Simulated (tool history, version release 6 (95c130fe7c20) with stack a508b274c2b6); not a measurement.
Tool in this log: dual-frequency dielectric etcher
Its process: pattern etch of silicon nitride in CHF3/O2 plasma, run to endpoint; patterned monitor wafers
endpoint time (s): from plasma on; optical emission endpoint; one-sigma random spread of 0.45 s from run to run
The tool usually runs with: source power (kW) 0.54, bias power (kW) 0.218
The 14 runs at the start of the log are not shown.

run	day	source power (kW)	bias power (kW)	wafers since the last listed run	hours since the last wet clean	hours since the last source power generator calibration	hours since the last bias power generator calibration	hours since the last upper electrode change	incoming incoming film thickness, nm	endpoint time (s)
# day 9.596: wet clean of the chamber
15	9.617	0.46	0.17	56	0.5	109.1	32	90.9	105.7	78.7
16	9.633	0.44	0.218	3	0.9	109.5	32.4	91.3	106.4	73.3
17	9.988	0.42	0.251	80	9.4	118	40.9	99.8	107.9	71.9
18	10.979	0.48	0.218	225	33.2	141.8	64.7	123.6	106.6	72.3
19	11.638	0.48	0.193	149	49	157.6	80.5	139.4	105.9	73.6
20	12	0.54	0.196	82	57.7	166.3	89.2	148.1	105.7	71.8
21	12.421	0.41	0.178	95	67.8	176.4	99.3	158.2	106.9	79.5
22	12.758	0.54	0.171	76	75.9	184.5	107.4	166.3	105.5	74.4
23	13.012	0.5	0.241	57	82	190.6	113.5	172.4	106.3	68.5
24	13.588	0.54	0.218	130	95.8	204.4	127.3	186.2	106.4	69.7
25	13.996	0.46	0.232	92	105.6	214.2	137.1	196	107.1	70.9
26	15.842	0.54	0.218	419	149.9	258.5	181.4	240.3	107.7	70.1
27	16.55	0.54	0.218	160	166.9	275.5	198.4	257.3	106.5	68.8
28	17.092	0.54	0.218	123	179.9	288.5	211.4	270.3	107.1	69.5
29	17.504	0.54	0.218	93	189.8	298.4	221.3	280.2	105.7	69.3
30	18.1	0.54	0.237	135	204.1	312.7	235.6	294.5	106.4	67
31	18.8	0.54	0.193	159	220.9	329.5	252.4	311.3	107.1	72.6
32	19.208	0.62	0.164	92	230.7	339.3	262.2	321.1	105.9	71.9
33	19.883	0.54	0.218	153	246.9	355.5	278.4	337.3	105.5	68.9
34	20.304	0.54	0.218	95	257	365.6	288.5	347.4	107	68.8

5 ways to go on from here, each from the tool as it stands after run 34. What would each give?
A	20.321	0.54	0.218	3	257.4	366	288.9	347.8	106.2	?
B	20.321	0.58	0.177	3	257.4	366	288.9	347.8	106.2	?
C	20.321	0.61	0.244	3	257.4	366	288.9	347.8	106.2	?
D	20.321	0.64	0.232	3	257.4	366	288.9	347.8	106.2	?
E	20.321	0.58	0.188	3	257.4	366	288.9	347.8	106.2	?

run	endpoint time (s)
A	68.3
B	71.7
C	63.9
D	64.2
E	70.3
Without the tool's hidden state the same runs would have given:
run	endpoint time (s)
A	70.1
B	73.6
C	65.7
D	66
E	72.3
